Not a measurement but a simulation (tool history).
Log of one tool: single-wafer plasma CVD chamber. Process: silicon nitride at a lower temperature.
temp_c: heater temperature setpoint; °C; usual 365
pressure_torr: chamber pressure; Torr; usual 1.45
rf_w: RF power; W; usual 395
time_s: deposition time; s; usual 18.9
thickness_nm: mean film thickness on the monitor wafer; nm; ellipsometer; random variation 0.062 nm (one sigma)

run    hour  temp_c  pressure_torr  rf_w  time_s  wafers since the last listed run  hours since the last thermocouple change  hours since the last RF generator calibration  hours since the last manometer calibration  hours since the showerhead was replaced  hours since the gauge calibration  read-back reference wafer on the same gauge, thickness_nm  thickness_nm
  1       0     365           1.45   395    18.9                                 0                                     942.7                                          680.2                                       948.8                                   3149.4                             1044.3                                                     21.398        25.262
  2    37.3     365           1.45   395    18.9                              1418                                       980                                          717.5                                       986.1                                   3186.7                             1081.6                                                     21.387        25.195
  3   117.5     365           1.45   395    18.9                              3049                                    1060.2                                          797.7                                      1066.3                                   3266.9                             1161.8                                                     21.387        25.372
  4   204.8     362           1.45   395    18.9                              3319                                    1147.5                                            885                                      1153.6                                   3354.2                             1249.1                                                     21.393        25.284
  5   297.4     362           1.45   395    18.9                              3520                                    1240.1                                          977.6                                      1246.2                                   3446.8                             1341.7                                                     21.386        25.188
  6     401     362           1.45   395    18.9                              3938                                    1343.7                                         1081.2                                      1349.8                                   3550.4                             1445.3                                                     21.403        25.196
  7   452.1     365           1.45   395    18.9                              1942                                    1394.8                                         1132.3                                      1400.9                                   3601.5                             1496.4                                                      21.39        25.146
  8   517.8     365           1.56   395    18.9                              2497                                    1460.5                                           1198                                      1466.6                                   3667.2                             1562.1                                                     21.393        25.834
  9   625.3     365           1.45   395    18.9                              4087                                      1568                                         1305.5                                      1574.1                                   3774.7                             1669.6                                                     21.404        25.214
 10   925.7     365           1.56   395    18.9                             11420                                    1868.4                                         1605.9                                      1874.5                                   4075.1                               1970                                                     21.402        25.916
     1048.2  -- RF generator calibrated
     1137.9  -- showerhead replaced
 11    1141     365           1.45   395    18.9                              7577                                    2083.7                                           92.8                                      2089.8                                      3.1                             2185.3                                                     21.378        25.223
     1181.4  -- gauge calibrated
     1235.5  -- capacitance manometer re-zeroed and calibrated
 12    1236     379           1.45   420    18.9                              3307                                    2178.7                                          187.8                                         0.5                                     98.1                               54.6                                                     21.401        26.045
 13  1306.1     365           1.56   395    18.9                              2665                                    2248.8                                          257.9                                        70.6                                    168.2                              124.7                                                     21.397        25.788
 14  1373.9     350           1.74   330    21.2                              2577                                    2316.6                                          325.7                                       138.4                                      236                              192.5                                                     21.393        26.995
     1463.8  -- thermocouple changed; heater temperature recalibrated
 15  1472.4     365           1.45   365    22.1                              3440                                       8.6                                          424.2                                       236.9                                    334.5                                291                                                     21.389        28.102
 16  1543.7     357           1.45   395    18.9                              2710                                      79.9                                          495.5                                       308.2                                    405.8                              362.3                                                     21.382          25.4
 17  1648.2     365           1.45   395    18.9                              3972                                     184.4                                            600                                       412.7                                    510.3                              466.8                                                     21.402        25.226
 18  1684.9     361           1.58   395    17.8                              1395                                     221.1                                          636.7                                       449.4                                      547                              503.5                                                     21.389        24.526
 19  1762.9     365           1.45   395    20.8                              2965                                     299.1                                          714.7                                       527.4                                      625                              581.5                                                     21.391        27.712
 20  1814.5     377           1.64   395    21.3                              1961                                     350.7                                          766.3                                         579                                    676.6                              633.1                                                     21.392        29.413
 21  2019.3     365           1.45   395    18.9                              7786                                     555.5                                          971.1                                       783.8                                    881.4                              837.9                                                       21.4        25.241
 22  2085.4     365           1.45   395    21.8                              2513                                     621.6                                         1037.2                                       849.9                                    947.5                                904                                                     21.401        29.075
 23  2176.5     365           1.45   395    18.9                              3463                                     712.7                                         1128.3                                         941                                   1038.6                              995.1                                                     21.392        25.227
 24  2275.7     372           1.13   465    20.4                              3771                                     811.9                                         1227.5                                      1040.2                                   1137.8                             1094.3                                                     21.382        27.464
 25    2318     377           1.45   395    18.9                              1608                                     854.2                                         1269.8                                      1082.5                                   1180.1                             1136.6                                                     21.405        25.213
 26  2406.1     372           1.14   425    20.9                              3349                                     942.3                                         1357.9                                      1170.6                                   1268.2                             1224.7                                                     21.388        26.559
 27  2496.4     358           1.12   440      17                              3433                                    1032.6                                         1448.2                                      1260.9                                   1358.5                               1315                                                     21.409        22.194
 28  2599.2     365           1.45   395    18.9                              3908                                    1135.4                                           1551                                      1363.7                                   1461.3                             1417.8                                                       21.4        25.242

Forecast each of these 4 alternatives for the next run:
  A  2599.6     365           1.45   395    18.9                                15                                    1135.8                                         1551.4                                      1364.1                                   1461.7                             1418.2                                                          ?             ?
  B  2599.6     365           1.45   315    18.9                                15                                    1135.8                                         1551.4                                      1364.1                                   1461.7                             1418.2                                                          ?             ?
  C  2599.6     365           1.81   395    18.9                                15                                    1135.8                                         1551.4                                      1364.1                                   1461.7                             1418.2                                                          ?             ?
  D  2599.6     365           1.45   350    17.4                                15                                    1135.8                                         1551.4                                      1364.1                                   1461.7                             1418.2                                                          ?             ?

run  read-back reference wafer on the same gauge, thickness_nm  thickness_nm
  A                                                       21.4        25.351
  B                                                       21.4        21.835
  C                                                       21.4        27.221
  D                                                       21.4        21.576
Without the tool's hidden state the same runs would have given:
run  thickness_nm
  A        25.351
  B        21.835
  C        27.221
  D        21.576
